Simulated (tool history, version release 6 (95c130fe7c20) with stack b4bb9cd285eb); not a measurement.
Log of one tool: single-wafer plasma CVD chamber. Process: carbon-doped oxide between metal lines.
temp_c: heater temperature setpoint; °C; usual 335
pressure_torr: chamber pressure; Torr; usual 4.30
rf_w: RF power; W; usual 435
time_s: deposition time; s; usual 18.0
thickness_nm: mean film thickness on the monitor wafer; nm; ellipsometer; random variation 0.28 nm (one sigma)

run    hour  temp_c  pressure_torr  rf_w  time_s  read-back reference wafer on the same gauge, thickness_nm  thickness_nm
  1     0.0     335           3.58   435    18.0                                                     82.962        78.336
       54.8  -- gauge calibrated
  2    70.2     335           3.58   435    18.0                                                     83.054        78.735
  3   130.5     335           3.58   435    18.0                                                     82.998        78.161
  4   177.6     335           4.30   365    18.0                                                     83.000        66.724
  5   223.6     344           4.30   435    18.0                                                     83.048        77.817
  6   283.0     346           4.30   435    18.0                                                     82.909        77.268
  7   320.8     346           4.30   435    18.0                                                     82.956        77.142
  8   387.1     346           4.30   435    18.0                                                     82.920        77.289
  9   455.8     329           4.30   435    18.0                                                     83.016        80.481
 10   500.9     329           4.30   435    18.0                                                     83.020        80.786
 11   528.4     335           4.30   435    18.0                                                     83.123        78.745
      589.6  -- capacitance manometer re-zeroed and calibrated
 12   597.6     335           4.30   435    18.0                                                     82.927        79.075
 13   782.5     335           4.30   435    18.0                                                     83.144        78.431
      796.4  -- showerhead replaced
      811.0  -- gauge calibrated
 14   822.7     335           4.30   460    18.0                                                     82.977        82.825
 15   885.6     335           4.30   520    18.0                                                     82.932        92.026
 16   938.9     335           4.30   435    18.0                                                     82.989        77.970
      973.5  -- thermocouple changed; heater temperature recalibrated
 17   983.2     335           4.30   435    18.0                                                     83.030        78.362
     1004.3  -- RF generator calibrated
 18  1017.6     329           5.36   380    15.4                                                     82.973        66.399
 19  1055.7     335           3.64   435    21.1                                                     82.971        96.863
 20  1084.0     335           4.30   435    18.0                                                     82.991        83.451
 21  1114.8     335           4.30   435    18.0                                                     83.066        83.832
 22  1165.7     349           5.17   470    18.0                                                     82.856        88.000
 23  1216.2     342           4.30   355    15.2                                                     82.980        56.907
 24  1280.2     335           4.30   480    19.6                                                     83.006        98.792
 25  1305.4     335           5.01   435    18.0                                                     83.029        85.251
 26  1331.1     335           4.30   435    18.0                                                     83.021        83.545

5 ways to go on from here, each from the tool as it stands after run 26. What would each give?
  A  1331.5     335           4.30   435    20.0                                                          ?             ?
  B  1331.5     321           3.92   395    18.0                                                          ?             ?
  C  1331.5     335           4.30   520    15.4                                                          ?             ?
  D  1331.5     325           4.85   375    18.0                                                          ?             ?
  E  1331.5     346           4.30   365    18.0                                                          ?             ?

run  read-back reference wafer on the same gauge, thickness_nm  thickness_nm
  A                                                     82.934        92.715
  B                                                     82.934        78.589
  C                                                     82.934        83.350
  D                                                     82.934        75.468
  E                                                     82.934        67.779
Without the tool's hidden state the same runs would have given:
run  thickness_nm
  A        93.727
  B        79.481
  C        84.121
  D        76.325
  E        68.549

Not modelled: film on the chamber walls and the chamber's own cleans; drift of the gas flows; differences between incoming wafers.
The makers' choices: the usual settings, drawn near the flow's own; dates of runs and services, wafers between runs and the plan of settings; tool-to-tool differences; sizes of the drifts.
